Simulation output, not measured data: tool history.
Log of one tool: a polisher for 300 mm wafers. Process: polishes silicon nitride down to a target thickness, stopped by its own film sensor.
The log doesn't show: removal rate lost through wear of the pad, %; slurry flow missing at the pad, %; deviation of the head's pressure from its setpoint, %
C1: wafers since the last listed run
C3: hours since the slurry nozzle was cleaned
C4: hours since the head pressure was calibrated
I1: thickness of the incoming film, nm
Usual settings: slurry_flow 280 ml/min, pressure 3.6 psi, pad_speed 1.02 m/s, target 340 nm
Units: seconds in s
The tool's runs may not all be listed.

{"run": 1, "hour": 0.0, "slurry_flow": 280, "pressure": 3.6, "pad_speed": 1.02, "target": 359, "C1": 0, "wafers polished on this pad": 754, "C3": 444.3, "C4": 778.1, "I1": 520.5, "seconds": 89.9}
{"run": 2, "hour": 30.9, "slurry_flow": 280, "pressure": 3.6, "pad_speed": 1.02, "target": 340, "C1": 251, "wafers polished on this pad": 1006, "C3": 475.2, "C4": 809, "I1": 531.4, "seconds": 103.6}
{"run": 3, "hour": 74.7, "slurry_flow": 280, "pressure": 3.6, "pad_speed": 1.02, "target": 340, "C1": 357, "wafers polished on this pad": 1363, "C3": 519, "C4": 852.8, "I1": 528.8, "seconds": 102.7}
{"hour": 82.4, "done": "worn pad replaced by a new one"}
{"run": 4, "hour": 127.3, "slurry_flow": 280, "pressure": 3.6, "pad_speed": 1.02, "target": 340, "C1": 396, "wafers polished on this pad": 366, "C3": 571.6, "C4": 905.4, "I1": 531.5, "seconds": 105.9}
{"run": 5, "hour": 135.5, "slurry_flow": 280, "pressure": 3.6, "pad_speed": 1.14, "target": 340, "C1": 66, "wafers polished on this pad": 432, "C3": 579.8, "C4": 913.6, "I1": 527.4, "seconds": 92.1}
{"run": 6, "hour": 148.4, "slurry_flow": 280, "pressure": 3.6, "pad_speed": 1.02, "target": 340, "C1": 105, "wafers polished on this pad": 538, "C3": 592.7, "C4": 926.5, "I1": 526.2, "seconds": 101.9}
{"run": 7, "hour": 167.2, "slurry_flow": 280, "pressure": 3.6, "pad_speed": 1.02, "target": 340, "C1": 153, "wafers polished on this pad": 691, "C3": 611.5, "C4": 945.3, "I1": 527.1, "seconds": 103.1}
{"hour": 168.7, "done": "slurry nozzle cleaned"}
{"run": 8, "hour": 179.2, "slurry_flow": 280, "pressure": 3.6, "pad_speed": 1.02, "target": 340, "C1": 89, "wafers polished on this pad": 781, "C3": 10.5, "C4": 957.3, "I1": 532.3, "seconds": 98.8}
{"run": 9, "hour": 188.9, "slurry_flow": 280, "pressure": 3.6, "pad_speed": 1.02, "target": 340, "C1": 79, "wafers polished on this pad": 860, "C3": 20.2, "C4": 967, "I1": 530.5, "seconds": 97.6}
{"run": 10, "hour": 197.4, "slurry_flow": 280, "pressure": 3.6, "pad_speed": 1.02, "target": 340, "C1": 69, "wafers polished on this pad": 929, "C3": 28.7, "C4": 975.5, "I1": 523.7, "seconds": 93.5}
{"run": 11, "hour": 207.0, "slurry_flow": 280, "pressure": 3.6, "pad_speed": 1.02, "target": 340, "C1": 78, "wafers polished on this pad": 1007, "C3": 38.3, "C4": 985.1, "I1": 525.6, "seconds": 94.9}
{"run": 12, "hour": 220.1, "slurry_flow": 280, "pressure": 3.6, "pad_speed": 1.2, "target": 340, "C1": 106, "wafers polished on this pad": 1114, "C3": 51.4, "C4": 998.2, "I1": 533.5, "seconds": 87.4}
{"run": 13, "hour": 233.0, "slurry_flow": 280, "pressure": 3.6, "pad_speed": 1.2, "target": 340, "C1": 105, "wafers polished on this pad": 1219, "C3": 64.3, "C4": 1011.1, "I1": 528.9, "seconds": 85.1}
{"run": 14, "hour": 244.3, "slurry_flow": 280, "pressure": 3.6, "pad_speed": 1.2, "target": 340, "C1": 92, "wafers polished on this pad": 1311, "C3": 75.6, "C4": 1022.4, "I1": 535.8, "seconds": 87.4}
{"run": 15, "hour": 260.3, "slurry_flow": 280, "pressure": 3.6, "pad_speed": 1.02, "target": 340, "C1": 130, "wafers polished on this pad": 1442, "C3": 91.6, "C4": 1038.4, "I1": 533.9, "seconds": 98.7}
{"run": 16, "hour": 267.6, "slurry_flow": 280, "pressure": 3.6, "pad_speed": 1.02, "target": 340, "C1": 59, "wafers polished on this pad": 1501, "C3": 98.9, "C4": 1045.7, "I1": 539.5, "seconds": 103.6}
{"hour": 278.7, "done": "worn pad replaced by a new one, of another model than before"}
{"run": 17, "hour": 279.2, "slurry_flow": 280, "pressure": 3.6, "pad_speed": 1.02, "target": 340, "C1": 61, "wafers polished on this pad": 4, "C3": 110.5, "C4": 1057.3, "I1": 522.1, "seconds": 93.8}
{"run": 18, "hour": 286.7, "slurry_flow": 280, "pressure": 3.6, "pad_speed": 1.02, "target": 404, "C1": 61, "wafers polished on this pad": 65, "C3": 118, "C4": 1064.8, "I1": 538.8, "seconds": 68.5}
{"run": 19, "hour": 293.2, "slurry_flow": 320, "pressure": 3.6, "pad_speed": 1.3, "target": 340, "C1": 52, "wafers polished on this pad": 118, "C3": 124.5, "C4": 1071.3, "I1": 535, "seconds": 88.9}
{"hour": 300.5, "done": "head pressure recalibrated"}
{"run": 20, "hour": 311.1, "slurry_flow": 225, "pressure": 2.7, "pad_speed": 1.02, "target": 291, "C1": 129, "wafers polished on this pad": 247, "C3": 142.4, "C4": 10.6, "I1": 530.4, "seconds": 146.6}
{"run": 21, "hour": 324.7, "slurry_flow": 380, "pressure": 4.1, "pad_speed": 0.74, "target": 380, "C1": 110, "wafers polished on this pad": 358, "C3": 156, "C4": 24.2, "I1": 530.9, "seconds": 77.2}
{"run": 22, "hour": 331.6, "slurry_flow": 245, "pressure": 4.6, "pad_speed": 1.36, "target": 312, "C1": 56, "wafers polished on this pad": 414, "C3": 162.9, "C4": 31.1, "I1": 529.8, "seconds": 85.3}
{"run": 23, "hour": 337.9, "slurry_flow": 185, "pressure": 4.4, "pad_speed": 0.7, "target": 284, "C1": 51, "wafers polished on this pad": 466, "C3": 169.2, "C4": 37.4, "I1": 527.5, "seconds": 130.8}
{"run": 24, "hour": 348.0, "slurry_flow": 250, "pressure": 3.6, "pad_speed": 0.92, "target": 340, "C1": 82, "wafers polished on this pad": 548, "C3": 179.3, "C4": 47.5, "I1": 535.3, "seconds": 105.6}
{"run": 25, "hour": 356.6, "slurry_flow": 280, "pressure": 3.6, "pad_speed": 1.02, "target": 340, "C1": 70, "wafers polished on this pad": 618, "C3": 187.9, "C4": 56.1, "I1": 527.9, "seconds": 94.5}
{"run": 26, "hour": 366.7, "slurry_flow": 195, "pressure": 3.9, "pad_speed": 1.02, "target": 305, "C1": 82, "wafers polished on this pad": 700, "C3": 198, "C4": 66.2, "I1": 524.9, "seconds": 108.3}
{"run": 27, "hour": 376.2, "slurry_flow": 200, "pressure": 2.6, "pad_speed": 1.24, "target": 294, "C1": 77, "wafers polished on this pad": 778, "C3": 207.5, "C4": 75.7, "I1": 540.9, "seconds": 146.7}
{"run": 28, "hour": 384.4, "slurry_flow": 375, "pressure": 3.2, "pad_speed": 1.14, "target": 294, "C1": 66, "wafers polished on this pad": 845, "C3": 215.7, "C4": 83.9, "I1": 536.4, "seconds": 127.1}
{"run": 29, "hour": 401.6, "slurry_flow": 180, "pressure": 3.6, "pad_speed": 0.8, "target": 371, "C1": 140, "wafers polished on this pad": 985, "C3": 232.9, "C4": 101.1, "I1": 527.3, "seconds": 91.5}
{"run": 30, "hour": 409.4, "slurry_flow": 250, "pressure": 2.5, "pad_speed": 1.02, "target": 361, "C1": 63, "wafers polished on this pad": 1049, "C3": 240.7, "C4": 108.9, "I1": 529.6, "seconds": 109.7}
{"run": 31, "hour": 421.7, "slurry_flow": 325, "pressure": 3.6, "pad_speed": 1.14, "target": 384, "C1": 100, "wafers polished on this pad": 1149, "C3": 253, "C4": 121.2, "I1": 532.7, "seconds": 73.4}
{"run": 32, "hour": 431.4, "slurry_flow": 280, "pressure": 3.6, "pad_speed": 1.02, "target": 340, "C1": 79, "wafers polished on this pad": 1228, "C3": 262.7, "C4": 130.9, "I1": 526, "seconds": 95.7}
{"hour": 439.8, "done": "worn pad replaced by a new one"}
{"run": 33, "hour": 441.1, "slurry_flow": 325, "pressure": 3.6, "pad_speed": 1.14, "target": 384, "C1": 46, "wafers polished on this pad": 10, "C3": 272.4, "C4": 140.6, "I1": 538.2, "seconds": 75.9}
{"run": 34, "hour": 449.2, "slurry_flow": 280, "pressure": 2.7, "pad_speed": 1.12, "target": 340, "C1": 66, "wafers polished on this pad": 76, "C3": 280.5, "C4": 148.7, "I1": 531.7, "seconds": 109.6}

How the hidden state differs across the entries between the runs, from the last listed run before each to the first after it:
Between runs 3 and 4: worn pad replaced by a new one (hour 82.4)
  slurry flow missing at the pad, %: 44.4 -> 45.2
  measured less the result without the state, seconds: +8.8 -> +9.3 s
Between runs 7 and 8: slurry nozzle cleaned (hour 168.7)
  slurry flow missing at the pad, %: 45.6 -> 4.54
  measured less the result without the state, seconds: +9.3 -> +0.5 s
Between runs 16 and 17: worn pad replaced by a new one, of another model than before (hour 278.7)
  slurry flow missing at the pad, %: 18.5 -> 19.9
  measured less the result without the state, seconds: +2.5 -> +1.3 s
Between runs 19 and 20: head pressure recalibrated (hour 300.5)
  slurry flow missing at the pad, %: 21.5 -> 23.4
  measured less the result without the state, seconds: +1.2 -> +2.8 s
Between runs 32 and 33: worn pad replaced by a new one (hour 439.8)
  slurry flow missing at the pad, %: 32.7 -> 33.3
  measured less the result without the state, seconds: +2.4 -> +1.7 s
